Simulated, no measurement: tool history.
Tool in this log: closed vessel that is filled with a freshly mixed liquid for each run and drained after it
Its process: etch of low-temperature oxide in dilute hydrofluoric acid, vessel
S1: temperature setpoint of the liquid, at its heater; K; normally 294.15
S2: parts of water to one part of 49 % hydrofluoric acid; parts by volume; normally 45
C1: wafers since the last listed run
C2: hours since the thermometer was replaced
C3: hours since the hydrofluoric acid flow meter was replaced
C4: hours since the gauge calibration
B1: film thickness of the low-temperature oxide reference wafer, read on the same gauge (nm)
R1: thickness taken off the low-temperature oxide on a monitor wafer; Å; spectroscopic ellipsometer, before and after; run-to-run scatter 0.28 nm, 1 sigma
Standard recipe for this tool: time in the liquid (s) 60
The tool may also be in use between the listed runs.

run 1 hour=0.0 | S1=291.65 S2=45 time_in_the_liquid_(s)=60 | C1=0 C2=1329.6 C3=239.3 C4=185.1 | B1=110.01 | R1=275.6
run 2 hour=15.2 | S1=291.65 S2=45 time_in_the_liquid_(s)=60 | C1=1468 C2=1344.8 C3=254.5 C4=200.3 | B1=110.02 | R1=272.7
run 3 hour=26.4 | S1=291.65 S2=45 time_in_the_liquid_(s)=60 | C1=1082 C2=1356.0 C3=265.7 C4=211.5 | B1=110.03 | R1=272.7
run 4 hour=35.4 | S1=294.15 S2=35 time_in_the_liquid_(s)=60 | C1=869 C2=1365.0 C3=274.7 C4=220.5 | B1=110.00 | R1=394.9
run 5 hour=53.2 | S1=294.15 S2=45 time_in_the_liquid_(s)=60 | C1=1720 C2=1382.8 C3=292.5 C4=238.3 | B1=109.98 | R1=307.4
run 6 hour=60.3 | S1=294.15 S2=45 time_in_the_liquid_(s)=60 | C1=686 C2=1389.9 C3=299.6 C4=245.4 | B1=110.01 | R1=305.2
run 7 hour=67.8 | S1=294.15 S2=45 time_in_the_liquid_(s)=60 | C1=724 C2=1397.4 C3=307.1 C4=252.9 | B1=110.01 | R1=309.6
run 8 hour=80.1 | S1=294.15 S2=30 time_in_the_liquid_(s)=60 | C1=1188 C2=1409.7 C3=319.4 C4=265.2 | B1=110.03 | R1=461.3
run 9 hour=88.1 | S1=294.15 S2=30 time_in_the_liquid_(s)=60 | C1=773 C2=1417.7 C3=327.4 C4=273.2 | B1=110.00 | R1=474.1
run 10 hour=102.1 | S1=294.15 S2=45 time_in_the_liquid_(s)=60 | C1=1352 C2=1431.7 C3=341.4 C4=287.2 | B1=110.01 | R1=300.9
run 11 hour=120.1 | S1=294.15 S2=45 time_in_the_liquid_(s)=60 | C1=1739 C2=1449.7 C3=359.4 C4=305.2 | B1=110.00 | R1=300.6
run 12 hour=152.2 | S1=294.15 S2=45 time_in_the_liquid_(s)=60 | C1=3101 C2=1481.8 C3=391.5 C4=337.3 | B1=109.95 | R1=302.4
run 13 hour=164.4 | S1=292.65 S2=45 time_in_the_liquid_(s)=60 | C1=1178 C2=1494.0 C3=403.7 C4=349.5 | B1=109.99 | R1=288.2
-- hour=166.7 gauge calibrated
run 14 hour=171.7 | S1=294.15 S2=45 time_in_the_liquid_(s)=60 | C1=705 C2=1501.3 C3=411.0 C4=5.0 | B1=109.99 | R1=306.5
run 15 hour=181.4 | S1=294.15 S2=50 time_in_the_liquid_(s)=90 | C1=937 C2=1511.0 C3=420.7 C4=14.7 | B1=110.03 | R1=412.1
run 16 hour=193.6 | S1=294.15 S2=45 time_in_the_liquid_(s)=60 | C1=1178 C2=1523.2 C3=432.9 C4=26.9 | B1=109.97 | R1=300.6
-- hour=200.9 hydrofluoric acid flow meter replaced
run 17 hour=203.1 | S1=294.15 S2=45 time_in_the_liquid_(s)=30 | C1=821 C2=1532.7 C3=2.2 C4=36.4 | B1=110.04 | R1=151.1
run 18 hour=219.0 | S1=294.15 S2=45 time_in_the_liquid_(s)=60 | C1=1536 C2=1548.6 C3=18.1 C4=52.3 | B1=110.02 | R1=305.6
run 19 hour=226.8 | S1=296.65 S2=60 time_in_the_liquid_(s)=40 | C1=753 C2=1556.4 C3=25.9 C4=60.1 | B1=109.98 | R1=167.3
-- hour=235.1 thermometer replaced
run 20 hour=239.9 | S1=290.65 S2=40 time_in_the_liquid_(s)=60 | C1=1169 C2=4.8 C3=39.0 C4=73.2 | B1=110.03 | R1=294.9
run 21 hour=252.6 | S1=292.15 S2=45 time_in_the_liquid_(s)=60 | C1=1227 C2=17.5 C3=51.7 C4=85.9 | B1=109.93 | R1=274.5
run 22 hour=267.6 | S1=296.65 S2=60 time_in_the_liquid_(s)=40 | C1=1449 C2=32.5 C3=66.7 C4=100.9 | B1=109.98 | R1=163.0
run 23 hour=282.3 | S1=296.15 S2=50 time_in_the_liquid_(s)=40 | C1=1420 C2=47.2 C3=81.4 C4=115.6 | B1=110.01 | R1=194.3
run 24 hour=295.5 | S1=294.15 S2=45 time_in_the_liquid_(s)=60 | C1=1275 C2=60.4 C3=94.6 C4=128.8 | B1=110.02 | R1=302.7
run 25 hour=306.8 | S1=294.15 S2=45 time_in_the_liquid_(s)=35 | C1=1091 C2=71.7 C3=105.9 C4=140.1 | B1=109.93 | R1=177.1
run 26 hour=315.1 | S1=299.15 S2=55 time_in_the_liquid_(s)=30 | C1=802 C2=80.0 C3=114.2 C4=148.4 | B1=110.00 | R1=150.8

List, for all runs, the conditions of the tool that the log does not record:
liquid colder than its thermometer reads (K): 0 across all the runs
hydrofluoric acid flow above the setpoint (%): 0 across all the runs
gauge reads high (%): 0 across all the runs
